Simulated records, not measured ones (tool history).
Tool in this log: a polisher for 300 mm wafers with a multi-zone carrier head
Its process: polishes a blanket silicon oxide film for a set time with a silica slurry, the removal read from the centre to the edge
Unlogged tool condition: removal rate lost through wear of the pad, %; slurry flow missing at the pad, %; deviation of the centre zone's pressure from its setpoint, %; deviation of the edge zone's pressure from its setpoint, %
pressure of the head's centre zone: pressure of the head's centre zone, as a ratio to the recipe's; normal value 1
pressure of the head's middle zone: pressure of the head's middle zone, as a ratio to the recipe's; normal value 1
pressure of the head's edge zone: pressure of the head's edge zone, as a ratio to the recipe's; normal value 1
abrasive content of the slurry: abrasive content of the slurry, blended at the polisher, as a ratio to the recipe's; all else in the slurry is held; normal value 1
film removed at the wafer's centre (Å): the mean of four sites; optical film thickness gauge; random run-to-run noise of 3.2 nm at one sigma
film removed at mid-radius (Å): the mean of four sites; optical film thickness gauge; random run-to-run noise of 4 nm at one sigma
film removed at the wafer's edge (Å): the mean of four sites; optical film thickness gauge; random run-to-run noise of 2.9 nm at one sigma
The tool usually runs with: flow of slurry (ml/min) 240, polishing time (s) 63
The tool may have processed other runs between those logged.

run   hour  flow of slurry (ml/min)  pressure of the head's centre zone  pressure of the head's middle zone  pressure of the head's edge zone  abrasive content of the slurry  polishing time (s)  wafers since the last listed run  wafers polished on this pad  hours since the slurry nozzle was cleaned  hours since the centre zone pressure was calibrated  hours since the edge zone pressure was calibrated  hours since the carrier head's membrane was replaced  incoming thickness of the incoming film, nm  film removed at the wafer's centre (Å)  film removed at mid-radius (Å)  film removed at the wafer's edge (Å)
  1      0                      240                                   1                                   1                                 1                               1                  63                                 0                         1098                                      238.8                                                945.9                                              248.1                                                 559.6                                       1585.2                                    3279                            3225                                  3387
      25.4  -- worn pad replaced by a new one
  2   25.9                      240                                   1                                   1                                 1                               1                  63                               266                            5                                      264.7                                                971.8                                                274                                                 585.5                                         1624                                    3274                            3110                                  3391
  3     41                      210                                   1                                   1                                 1                               1                  63                               183                          189                                      279.8                                                986.9                                              289.1                                                 600.6                                       1586.1                                    3151                            3139                                  3283
  4   75.3                      210                                   1                                   1                                 1                               1                  63                               417                          607                                      314.1                                               1021.2                                              323.4                                                 634.9                                       1613.5                                    3161                            3089                                  3263
  5   89.9                      240                                   1                                   1                                 1                            0.75                  63                               177                          785                                      328.7                                               1035.8                                                338                                                 649.5                                       1579.5                                    2953                            2901                                  3031
     138.8  -- worn pad replaced by a new one
       144  -- edge zone pressure recalibrated
  6    165                      240                                   1                                   1                                 1                               1                  63                               841                          295                                      403.8                                               1110.9                                                 21                                                 724.6                                       1595.4                                    3193                            3192                                  3308
  7  186.7                      240                                   1                                   1                                 1                               1                  63                               264                          559                                      425.5                                               1132.6                                               42.7                                                 746.3                                       1576.2                                    3112                            3153                                  3301
     204.2  -- centre zone pressure recalibrated
  8    216                      240                                   1                                   1                                 1                               1                  63                               332                          892                                      454.8                                                 11.8                                                 72                                                 775.6                                       1582.9                                    3125                            3071                                  3319
       225  -- carrier head's membrane replaced by a new one
       234  -- worn pad replaced by a new one
  9  234.5                      240                                   1                                   1                                 1                               1                  63                               115                            6                                      473.3                                                 30.3                                               90.5                                                   9.5                                       1592.4                                    3137                            3123                                  3284
 10  251.1                      240                                   1                                   1                              1.05                               1                  63                               202                          208                                      489.9                                                 46.9                                              107.1                                                  26.1                                       1621.2                                    3143                            3079                                  3308
 11  278.2                      305                                   1                                   1                                 1                               1                  63                               330                          538                                        517                                                   74                                              134.2                                                  53.2                                       1601.9                                    3227                            3222                                  3387

Run 12, settings as shown, results not yet in. Your forecast:
 12  295.3                      240                                   1                                   1                                 1                               1                  63                               208                          746                                      534.1                                                 91.1                                              151.3                                                  70.3                                         1606                                       ?                               ?                                     ?

{"run 12": {"film removed at the wafer's centre (Å)": 3034, "film removed at mid-radius (Å)": 3084, "film removed at the wafer's edge (Å)": 3239}}
Take away the tool's hidden state, keep the run-to-run variation as it was, and the same run would have given film removed at the wafer's centre (Å) 3284, film removed at mid-radius (Å) 3309, film removed at the wafer's edge (Å) 3411.
